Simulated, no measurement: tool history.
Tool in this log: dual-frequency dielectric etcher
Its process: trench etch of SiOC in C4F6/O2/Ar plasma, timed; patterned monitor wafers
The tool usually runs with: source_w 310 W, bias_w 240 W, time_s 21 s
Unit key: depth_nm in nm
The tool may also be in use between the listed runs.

run    hour  source_w  bias_w  time_s  wafers since the last listed run  hours since the last wet clean  hours since the last source power generator calibration  hours since the last bias power generator calibration  hours since the last upper electrode change  hours since the gauge calibration  read-back reference wafer on the same gauge, depth_nm  depth_nm
  1       0       370     240      21                                 0                             464                                                   4235.6                                                 2529.9                                       1661.2                             1101.1                                                  40.09     49.83
      111.5  -- wet clean of the chamber
  2     112       370     240      21                              1169                             0.5                                                   4347.6                                                 2641.9                                       1773.2                             1213.1                                                  40.18     48.35
  3   136.2       310     240    17.5                               321                            24.7                                                   4371.8                                                 2666.1                                       1797.4                             1237.3                                                  40.13     38.12
  4   185.4       310     240    17.5                               653                            73.9                                                     4421                                                 2715.3                                       1846.6                             1286.5                                                  40.12     38.11
  5   275.7       310     240      21                              1200                           164.2                                                   4511.3                                                 2805.6                                       1936.9                             1376.8                                                  40.08     46.01
  6   339.6       310     240      21                               849                           228.1                                                   4575.2                                                 2869.5                                       2000.8                             1440.7                                                  40.07     46.36
  7   420.1       310     240      21                              1069                           308.6                                                   4655.7                                                   2950                                       2081.3                             1521.2                                                  40.09     46.54
  8   459.3       310     240      21                               520                           347.8                                                   4694.9                                                 2989.2                                       2120.5                             1560.4                                                  40.12     46.36
  9   548.6       310     240      21                              1186                           437.1                                                   4784.2                                                 3078.5                                       2209.8                             1649.7                                                  40.09      47.1
      573.1  -- bias power generator calibrated
 10   618.8       270     240    14.5                               879                           507.3                                                   4854.4                                                   45.7                                         2280                             1719.9                                                   40.1     30.71
      669.9  -- wet clean of the chamber
 11     703       310     240      21                               800                            33.1                                                   4938.6                                                  129.9                                       2364.2                             1804.1                                                  40.12     44.25
 12   752.4       260     240      23                               656                            82.5                                                     4988                                                  179.3                                       2413.6                             1853.5                                                  40.06     46.71
 13   806.1       280     200    18.5                               713                           136.2                                                   5041.7                                                    233                                       2467.3                             1907.2                                                  40.07     34.86
      839.5  -- upper electrode replaced
 14   870.7       270     258    17.5                               539                           200.8                                                   5106.3                                                  297.6                                         31.2                             1971.8                                                  40.15     37.44
      919.6  -- source power generator calibrated
 15   942.2       310     240    25.5                               897                           272.3                                                     22.6                                                  369.1                                        102.7                             2043.3                                                  40.07     54.96
 16  1034.5       250     215      21                              1226                           364.6                                                    114.9                                                  461.4                                          195                             2135.6                                                     40     40.46
     1057.3  -- gauge calibrated
 17  1111.1       310     240      25                              1017                           441.2                                                    191.5                                                    538                                        271.6                               53.8                                                  40.09     54.35
 18  1186.6       390     240      17                              1003                           516.7                                                      267                                                  613.5                                        347.1                              129.3                                                  40.15     40.55
 19    1262       250     217      19                              1002                           592.1                                                    342.4                                                  688.9                                        422.5                              204.7                                                   40.1     37.53
 20    1337       310     240      21                               996                           667.1                                                    417.4                                                  763.9                                        497.5                              279.7                                                  40.13     46.73
       1386  -- wet clean of the chamber
 21  1397.2       330     240    24.5                               481                            11.2                                                    477.6                                                  824.1                                        557.7                              339.9                                                  40.13     53.49
 22  1496.8       310     240    25.5                              1323                           110.8                                                    577.2                                                  923.7                                        657.3                              439.5                                                  40.16      54.2
 23  1588.8       390     281      21                              1222                           202.8                                                    669.2                                                 1015.7                                        749.3                              531.5                                                  40.12      52.7
 24  1653.9       240     270    14.5                               865                           267.9                                                    734.3                                                 1080.8                                        814.4                              596.6                                                  40.12     30.74
 25  1731.7       270     197    22.5                              1033                           345.7                                                    812.1                                                 1158.6                                        892.2                              674.4                                                  40.11      42.8
 26  1826.5       310     194      21                              1259                           440.5                                                    906.9                                                 1253.4                                          987                              769.2                                                  40.05     41.49
 27  1877.1       310     240      21                               672                           491.1                                                    957.5                                                   1304                                       1037.6                              819.8                                                  40.03     46.29
 28  1949.1       310     240      21                               956                           563.1                                                   1029.5                                                   1376                                       1109.6                              891.8                                                  40.15     46.65
 29  2011.3       310     240      21                               826                           625.3                                                   1091.7                                                 1438.2                                       1171.8                                954                                                  40.07     46.92
     2089.2  -- wet clean of the chamber
 30  2113.2       310     217      21                              1035                              24                                                   1193.6                                                 1540.1                                       1273.7                             1055.9                                                  40.07     42.95

Each row is a separate what-if for the run after 30, all from the same tool condition, not one after another. Results?
  A  2113.6       310     240    18.5                                 5                            24.4                                                     1194                                                 1540.5                                       1274.1                             1056.3                                                      ?         ?
  B  2113.6       280     188      21                                 5                            24.4                                                     1194                                                 1540.5                                       1274.1                             1056.3                                                      ?         ?
  C  2113.6       280     298    16.5                                 5                            24.4                                                     1194                                                 1540.5                                       1274.1                             1056.3                                                      ?         ?

run  read-back reference wafer on the same gauge, depth_nm  depth_nm
  A                                                  40.07     39.47
  B                                                  40.07      38.6
  C                                                  40.07     37.76
With no hidden state in the tool, these same runs would have given:
run  depth_nm
  A     38.99
  B     38.16
  C     37.27
